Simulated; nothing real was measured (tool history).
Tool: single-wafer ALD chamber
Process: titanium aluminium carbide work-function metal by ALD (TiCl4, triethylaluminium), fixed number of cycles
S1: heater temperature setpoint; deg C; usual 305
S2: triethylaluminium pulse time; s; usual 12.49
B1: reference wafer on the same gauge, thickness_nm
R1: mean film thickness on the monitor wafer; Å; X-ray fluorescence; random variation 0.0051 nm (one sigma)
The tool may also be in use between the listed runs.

Run 1, hour 0: usual settings; B1 1.781. Result: R1 19.85 Å.
Run 2, hour 10.5: usual settings; B1 1.781. Result: R1 19.88 Å.
Run 3, hour 27.8: usual settings but S1 310 deg C, S2 10.37 s; B1 1.781. Result: R1 19.83 Å.
Run 4, hour 34.3: usual settings but S1 310 deg C, S2 10.37 s; B1 1.778. Result: R1 19.81 Å.
Run 5, hour 45.2: usual settings but S1 310 deg C, S2 10.37 s; B1 1.779. Result: R1 19.85 Å.
Run 6, hour 56.9: usual settings but S1 315 deg C; B1 1.782. Result: R1 20.7 Å.
At hour 69.6: triethylaluminium bottle replaced.
Run 7, hour 70.1: usual settings but S1 315 deg C; B1 1.779. Result: R1 21.21 Å.
Run 8, hour 77.7: usual settings but S1 315 deg C; B1 1.781. Result: R1 21.23 Å.
Run 9, hour 88.9: usual settings but S1 309 deg C; B1 1.78. Result: R1 20.75 Å.
At hour 103.9: thermocouple changed; heater temperature recalibrated.
Run 10, hour 104.4: usual settings; B1 1.777. Result: R1 20.37 Å.
Run 11, hour 113.5: usual settings; B1 1.78. Result: R1 20.39 Å.
Run 12, hour 123.5: usual settings; B1 1.781. Result: R1 20.38 Å.
Run 13, hour 129.8: usual settings; B1 1.781. Result: R1 20.42 Å.
Run 14, hour 144.4: usual settings but S1 295 deg C, S2 15.43 s; B1 1.781. Result: R1 19.63 Å.
Run 15, hour 154.1: usual settings but S1 317 deg C, S2 10.08 s; B1 1.78. Result: R1 21.17 Å.
At hour 155.8: gauge calibrated.
Run 16, hour 163.9: usual settings but S1 311 deg C, S2 15.18 s; B1 1.781. Result: R1 20.97 Å.
Run 17, hour 176.6: usual settings but S1 298 deg C, S2 15.22 s; B1 1.779. Result: R1 20.01 Å.
Run 18, hour 193.4: usual settings but S1 320 deg C, S2 15.35 s; B1 1.779. Result: R1 21.75 Å.
Run 19, hour 206.8: usual settings but S1 294 deg C, S2 16.61 s; B1 1.778. Result: R1 19.64 Å.
Run 20, hour 213.1: usual settings but S1 298 deg C, S2 8.12 s; B1 1.78. Result: R1 19.25 Å.
Run 21, hour 226.2: usual settings; B1 1.778. Result: R1 20.44 Å.
Run 22, hour 243: usual settings but S1 315 deg C, S2 11.05 s; B1 1.781. Result: R1 21.04 Å.
At hour 255.9: showerhead replaced.
Run 23, hour 256.4: usual settings but S1 293 deg C, S2 9.78 s; B1 1.78. Result: R1 19.02 Å.

Forecast run 24:
Run 24, hour 262.5: usual settings but S1 301 deg C, S2 16.5 s; B1 ?. Result: R1 ?.

B1: 1.782
R1: 20.26 Å
Without the tool's hidden state the same run would have given R1 20.28 Å.

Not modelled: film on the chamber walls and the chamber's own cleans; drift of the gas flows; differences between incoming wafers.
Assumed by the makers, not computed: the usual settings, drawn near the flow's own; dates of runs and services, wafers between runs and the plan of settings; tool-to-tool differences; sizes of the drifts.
